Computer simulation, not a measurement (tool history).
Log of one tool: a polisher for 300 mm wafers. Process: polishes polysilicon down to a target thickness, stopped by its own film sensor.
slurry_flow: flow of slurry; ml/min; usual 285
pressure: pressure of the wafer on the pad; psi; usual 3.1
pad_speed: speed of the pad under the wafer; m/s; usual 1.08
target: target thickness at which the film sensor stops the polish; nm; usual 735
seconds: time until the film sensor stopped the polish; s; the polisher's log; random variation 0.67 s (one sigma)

run,hour,slurry_flow,pressure,pad_speed,target,wafers since the last listed run,wafers polished on this pad,hours since the slurry nozzle was cleaned,hours since the head pressure was calibrated,"incoming thickness of the incoming film, nm",seconds
1,0,285,3.7,1.08,735,0,832,524.7,104.7,1356.5,48.2
2,14.2,260,3.8,1.08,735,125,958,538.9,118.9,1333.6,47
# hour 19.7: worn pad replaced by a new one
3,22.1,260,3.8,1.08,735,34,21,546.8,126.8,1323,45.3
4,35.5,260,3.8,1.08,735,118,139,560.2,140.2,1334.1,45.4
5,42.4,355,3.1,1.08,735,60,200,567.1,147.1,1362.3,55
6,53.6,355,3.1,1.08,735,98,298,578.3,158.3,1327.4,51.9
7,71.4,235,3.1,1.08,571,156,455,596.1,176.1,1333.2,69.4
8,82.5,235,3.1,1.08,571,97,553,607.2,187.2,1324.5,67.9
9,93,285,3.1,1.36,735,92,645,617.7,197.7,1326.2,41.5
10,105.3,285,3.1,1.08,735,108,754,630,210,1326.3,53.3
11,112.5,285,3.1,1.08,735,63,817,637.2,217.2,1327,52.2
# hour 144.9: worn pad replaced by a new one
12,159.1,285,3.1,1.08,735,375,124,683.8,263.8,1332.9,53.3
13,172.2,285,3.1,1.34,735,115,240,696.9,276.9,1324.3,42.7
14,182.9,285,3.1,1.34,735,94,334,707.6,287.6,1354.2,44.8
# hour 193.9: slurry nozzle cleaned
15,194.4,285,3.1,1.08,735,92,426,0.5,299.1,1362.3,56.8
16,204.5,285,3.1,1.08,633,88,515,10.6,309.2,1323.4,62.3
17,215,370,3.5,0.7,591,92,608,21.1,319.7,1351,92.5
18,221.6,285,3.8,0.98,735,58,666,27.7,326.3,1339.1,49.8
19,238.8,285,4.2,0.96,637,151,817,44.9,343.5,1329.8,54
20,249,260,3.1,1.08,735,89,907,55.1,353.7,1356.1,55.5
21,258,285,3.1,1.08,901,79,987,64.1,362.7,1353.5,39.2
# hour 270.8: worn pad replaced by a new one
22,271.3,355,3.1,1.08,735,81,4,77.4,376,1355.5,54.4
# hour 279.7: head pressure recalibrated
23,309.1,200,3.1,1.08,845,315,320,115.2,29.4,1348.3,48.7
24,317.7,285,3.1,1.08,735,75,395,123.8,38,1314.9,53.4
25,324.1,285,3.1,1.08,557,56,452,130.2,44.4,1350.3,72.1
26,339.8,320,3.1,1.08,735,138,590,145.9,60.1,1334.3,54
27,346.1,190,3.6,0.84,735,55,646,152.2,66.4,1339.2,67.6
# hour 371.5: worn pad replaced by a new one
28,379,285,4,1.08,795,254,65,185.1,99.3,1358.5,42.5

The next listed run, before its measurement:
29,393.3,285,3.1,1.34,735,125,191,199.4,113.6,1332.6,?

seconds: 43.8 s
Without the tool's hidden state the same run would have given seconds 45.1 s.

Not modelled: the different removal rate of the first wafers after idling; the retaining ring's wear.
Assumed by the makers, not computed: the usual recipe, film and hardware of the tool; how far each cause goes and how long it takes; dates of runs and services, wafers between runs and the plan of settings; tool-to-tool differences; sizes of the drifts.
